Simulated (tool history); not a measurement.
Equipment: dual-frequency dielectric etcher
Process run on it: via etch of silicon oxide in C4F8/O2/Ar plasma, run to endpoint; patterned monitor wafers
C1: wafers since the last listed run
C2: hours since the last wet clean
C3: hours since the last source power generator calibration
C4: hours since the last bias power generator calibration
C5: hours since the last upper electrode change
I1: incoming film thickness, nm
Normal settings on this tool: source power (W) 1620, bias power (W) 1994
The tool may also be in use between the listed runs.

Run 1, hour 0: usual settings but source power (W) 1500, bias power (W) 2358; C1 0; C2 259; C3 2257.8; C4 3211; C5 4246.7; I1 1129.7. Result: endpoint time (s) 236.5.
Run 2, hour 17.6: usual settings but source power (W) 1500, bias power (W) 2358; C1 63; C2 276.6; C3 2275.4; C4 3228.6; C5 4264.3; I1 1130.4. Result: endpoint time (s) 237.4.
Run 3, hour 46: usual settings; C1 102; C2 305; C3 2303.8; C4 3257; C5 4292.7; I1 1138.8. Result: endpoint time (s) 243.9.
Run 4, hour 68.4: usual settings; C1 81; C2 327.4; C3 2326.2; C4 3279.4; C5 4315.1; I1 1128. Result: endpoint time (s) 241.2.
Run 5, hour 82.7: usual settings but source power (W) 1750; C1 51; C2 341.7; C3 2340.5; C4 3293.7; C5 4329.4; I1 1147.5. Result: endpoint time (s) 235.3.
Run 6, hour 111.2: usual settings but source power (W) 1750; C1 103; C2 370.2; C3 2369; C4 3322.2; C5 4357.9; I1 1134.5. Result: endpoint time (s) 232.5.
Run 7, hour 126.2: usual settings but source power (W) 1750; C1 54; C2 385.2; C3 2384; C4 3337.2; C5 4372.9; I1 1127.9. Result: endpoint time (s) 230.1.
Run 8, hour 158.6: usual settings but source power (W) 1840; C1 117; C2 417.6; C3 2416.4; C4 3369.6; C5 4405.3; I1 1144.8. Result: endpoint time (s) 229.3.
Run 9, hour 187.4: usual settings but source power (W) 1840; C1 104; C2 446.4; C3 2445.2; C4 3398.4; C5 4434.1; I1 1129. Result: endpoint time (s) 225.4.
Run 10, hour 210.6: usual settings but bias power (W) 1607; C1 84; C2 469.6; C3 2468.4; C4 3421.6; C5 4457.3; I1 1124.4. Result: endpoint time (s) 255.5.
At hour 248.2: upper electrode replaced.
Run 11, hour 248.7: usual settings but bias power (W) 1607; C1 51; C2 507.7; C3 2506.5; C4 3459.7; C5 0.5; I1 1150.1. Result: endpoint time (s) 261.9.
Run 12, hour 249.1: usual settings; C1 1; C2 508.1; C3 2506.9; C4 3460.1; C5 0.9; I1 1148. Result: endpoint time (s) 240.6.
Run 13, hour 267.9: usual settings but bias power (W) 2122; C1 68; C2 526.9; C3 2525.7; C4 3478.9; C5 19.7; I1 1132.9. Result: endpoint time (s) 234.3.
At hour 293.5: bias power generator calibrated.
At hour 307.8: wet clean of the chamber.
Run 14, hour 308.3: usual settings but bias power (W) 2447; C1 80; C2 0.5; C3 2566.1; C4 14.8; C5 60.1; I1 1139.1. Result: endpoint time (s) 231.5.
Run 15, hour 340.3: usual settings but source power (W) 1820, bias power (W) 2468; C1 115; C2 32.5; C3 2598.1; C4 46.8; C5 92.1; I1 1127.9. Result: endpoint time (s) 217.
Run 16, hour 365.9: usual settings but source power (W) 1890, bias power (W) 2137; C1 92; C2 58.1; C3 2623.7; C4 72.4; C5 117.7; I1 1143.1. Result: endpoint time (s) 226.3.
At hour 380.4: source power generator calibrated.
Run 17, hour 393.6: usual settings but source power (W) 1390, bias power (W) 2233; C1 85; C2 85.8; C3 13.2; C4 100.1; C5 145.4; I1 1133.9. Result: endpoint time (s) 256.6.
Run 18, hour 427.6: usual settings; C1 123; C2 119.8; C3 47.2; C4 134.1; C5 179.4; I1 1142.1. Result: endpoint time (s) 246.9.
Run 19, hour 457.9: usual settings but source power (W) 1300, bias power (W) 2255; C1 109; C2 150.1; C3 77.5; C4 164.4; C5 209.7; I1 1137.1. Result: endpoint time (s) 263.6.
Run 20, hour 475.8: usual settings but bias power (W) 1868; C1 64; C2 168; C3 95.4; C4 182.3; C5 227.6; I1 1140.5. Result: endpoint time (s) 253.1.
Run 21, hour 506.3: usual settings but bias power (W) 1702; C1 110; C2 198.5; C3 125.9; C4 212.8; C5 258.1; I1 1139.1. Result: endpoint time (s) 259.6.
Run 22, hour 529.4: usual settings but source power (W) 1730, bias power (W) 2313; C1 83; C2 221.6; C3 149; C4 235.9; C5 281.2; I1 1141. Result: endpoint time (s) 226.

Branching from run 22: 4 alternative next runs. What would each branch give?
Run A, hour 529.9: usual settings; C1 1; C2 222.1; C3 149.5; C4 236.4; C5 281.7; I1 1124.4. Result: endpoint time (s) ?.
Run B, hour 529.9: usual settings but source power (W) 1400; C1 1; C2 222.1; C3 149.5; C4 236.4; C5 281.7; I1 1124.4. Result: endpoint time (s) ?.
Run C, hour 529.9: usual settings but bias power (W) 2158; C1 1; C2 222.1; C3 149.5; C4 236.4; C5 281.7; I1 1124.4. Result: endpoint time (s) ?.
Run D, hour 529.9: usual settings but source power (W) 1860; C1 1; C2 222.1; C3 149.5; C4 236.4; C5 281.7; I1 1124.4. Result: endpoint time (s) ?.

run  endpoint time (s)
  A              244.3
  B              262.7
  C              237.5
  D              228.5
Without the tool's unlogged condition, the same runs would have read:
run  endpoint time (s)
  A              246.3
  B              264.9
  C              239.5
  D              230.4
